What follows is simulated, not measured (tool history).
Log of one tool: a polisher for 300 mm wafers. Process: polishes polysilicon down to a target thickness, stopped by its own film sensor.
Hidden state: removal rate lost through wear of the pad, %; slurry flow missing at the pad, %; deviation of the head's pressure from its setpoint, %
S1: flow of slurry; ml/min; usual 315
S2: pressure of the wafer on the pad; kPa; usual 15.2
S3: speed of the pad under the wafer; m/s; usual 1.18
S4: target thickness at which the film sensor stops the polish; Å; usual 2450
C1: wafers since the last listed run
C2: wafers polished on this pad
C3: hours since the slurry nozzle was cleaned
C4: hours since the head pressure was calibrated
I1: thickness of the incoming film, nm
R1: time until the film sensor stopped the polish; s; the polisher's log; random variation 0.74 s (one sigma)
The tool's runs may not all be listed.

Run 1, hour 0: usual settings; C1 0; C2 2827; C3 102.7; C4 924.9; I1 697.4. Result: R1 70.6 s.
At hour 75.5: head pressure recalibrated.
Run 2, hour 95.2: usual settings; C1 1429; C2 4257; C3 197.9; C4 19.7; I1 676.1. Result: R1 68.7 s.
Run 3, hour 141.5: usual settings; C1 710; C2 4967; C3 244.2; C4 66; I1 684.7. Result: R1 70.5 s.
Run 4, hour 215.6: usual settings; C1 1136; C2 6104; C3 318.3; C4 140.1; I1 692.7. Result: R1 75.4 s.
At hour 242.2: worn pad replaced by a new one.
Run 5, hour 278.6: usual settings; C1 905; C2 558; C3 381.3; C4 203.1; I1 688. Result: R1 65.8 s.
At hour 303.5: slurry nozzle cleaned.
Run 6, hour 353.5: usual settings; C1 1133; C2 1691; C3 50; C4 278; I1 702.6. Result: R1 68.1 s.
Run 7, hour 417.5: usual settings; C1 981; C2 2673; C3 114; C4 342; I1 682.8. Result: R1 66.7 s.
Run 8, hour 490.5: usual settings; C1 1119; C2 3793; C3 187; C4 415; I1 702.7. Result: R1 72.6 s.
Run 9, hour 557.7: usual settings; C1 1030; C2 4824; C3 254.2; C4 482.2; I1 698.4. Result: R1 73 s.
Run 10, hour 627.4: usual settings; C1 1069; C2 5893; C3 323.9; C4 551.9; I1 700.7. Result: R1 75.6 s.
At hour 707.1: slurry nozzle cleaned.
At hour 708.3: worn pad replaced by a new one.
Run 11, hour 730.9: usual settings but S2 12.4 kPa; C1 1554; C2 346; C3 23.8; C4 655.4; I1 694.9. Result: R1 79.4 s.
Run 12, hour 808.1: usual settings but S2 12.4 kPa; C1 1184; C2 1530; C3 101; C4 732.6; I1 692.7. Result: R1 77.9 s.
Run 13, hour 876.3: usual settings; C1 1046; C2 2577; C3 169.2; C4 800.8; I1 696.3. Result: R1 68.5 s.
Run 14, hour 960.9: usual settings; C1 1297; C2 3874; C3 253.8; C4 885.4; I1 693.6. Result: R1 70 s.
At hour 1075.8: slurry nozzle cleaned.
Run 15, hour 1135.9: usual settings but S1 260 ml/min, S4 3650 Å; C1 2669; C2 6544; C3 60.1; C4 1060.4; I1 689.1. Result: R1 54.7 s.
At hour 1152.8: worn pad replaced by a new one.
Run 16, hour 1184.1: usual settings but S1 400 ml/min, S2 11.7 kPa; C1 678; C2 479; C3 108.3; C4 1108.6; I1 695.1. Result: R1 81.3 s.
Run 17, hour 1223.8: usual settings but S1 280 ml/min, S2 12.4 kPa, S3 0.82 m/s; C1 609; C2 1088; C3 148; C4 1148.3; I1 689.9. Result: R1 110.3 s.
Run 18, hour 1265: usual settings but S1 395 ml/min, S3 0.82 m/s, S4 950 Å; C1 632; C2 1720; C3 189.2; C4 1189.5; I1 695.3. Result: R1 125.6 s.
At hour 1340.1: head pressure recalibrated.
Run 19, hour 1367.2: usual settings; C1 1537; C2 3257; C3 291.4; C4 27.1; I1 689.6. Result: R1 69.7 s.
At hour 1558.4: slurry nozzle cleaned.
Run 20, hour 1605.5: usual settings but S1 205 ml/min, S3 0.8 m/s, S4 1740 Å; C1 3640; C2 6897; C3 47.1; C4 265.4; I1 685.3. Result: R1 127.3 s.
At hour 1639.4: worn pad replaced by a new one.
Run 21, hour 1674.7: usual settings but S1 240 ml/min, S2 10.3 kPa; C1 1000; C2 542; C3 116.3; C4 334.6; I1 683.7. Result: R1 87 s.
Run 22, hour 1762.2: usual settings but S1 230 ml/min; C1 1342; C2 1884; C3 203.8; C4 422.1; I1 690.8. Result: R1 69.8 s.
Run 23, hour 1823.6: usual settings but S4 1670 Å; C1 941; C2 2826; C3 265.2; C4 483.5; I1 687.5. Result: R1 79.5 s.
Run 24, hour 1862.2: usual settings but S3 1.02 m/s; C1 592; C2 3418; C3 303.8; C4 522.1; I1 687.7. Result: R1 78.5 s.
Run 25, hour 1900.5: usual settings but S2 18.6 kPa; C1 587; C2 4006; C3 342.1; C4 560.4; I1 688.9. Result: R1 60.8 s.
At hour 1946.8: slurry nozzle cleaned.
Run 26, hour 2000.9: usual settings; C1 1524; C2 5530; C3 54.1; C4 660.8; I1 677.7. Result: R1 71.2 s.
At hour 2065.1: worn pad replaced by a new one.
Run 27, hour 2084.7: usual settings but S1 235 ml/min, S2 10.3 kPa, S3 1.42 m/s, S4 1910 Å; C1 1224; C2 300; C3 137.9; C4 744.6; I1 694.3. Result: R1 86 s.
Run 28, hour 2162.6: usual settings but S1 425 ml/min, S2 13.8 kPa, S3 1.34 m/s, S4 3120 Å; C1 1195; C2 1495; C3 215.8; C4 822.5; I1 685.9. Result: R1 52.7 s.

4 ways to go on from here, each from the tool as it stands after run 28. What would each give?
Run A, hour 2163: usual settings but S1 245 ml/min; C1 6; C2 1501; C3 216.2; C4 822.9; I1 690.6. Result: R1 ?.
Run B, hour 2163: usual settings but S1 260 ml/min, S2 17.2 kPa; C1 6; C2 1501; C3 216.2; C4 822.9; I1 690.6. Result: R1 ?.
Run C, hour 2163: usual settings but S2 17.2 kPa, S4 3720 Å; C1 6; C2 1501; C3 216.2; C4 822.9; I1 690.6. Result: R1 ?.
Run D, hour 2163: usual settings but S2 17.9 kPa, S4 3300 Å; C1 6; C2 1501; C3 216.2; C4 822.9; I1 690.6. Result: R1 ?.

run    R1
  A  69.3
  B  62.2
  C  43.8
  D  48.1
Without the tool's hidden state the same runs would have given:
run    R1
  A  67.3
  B  60.5
  C  42.6
  D  46.7
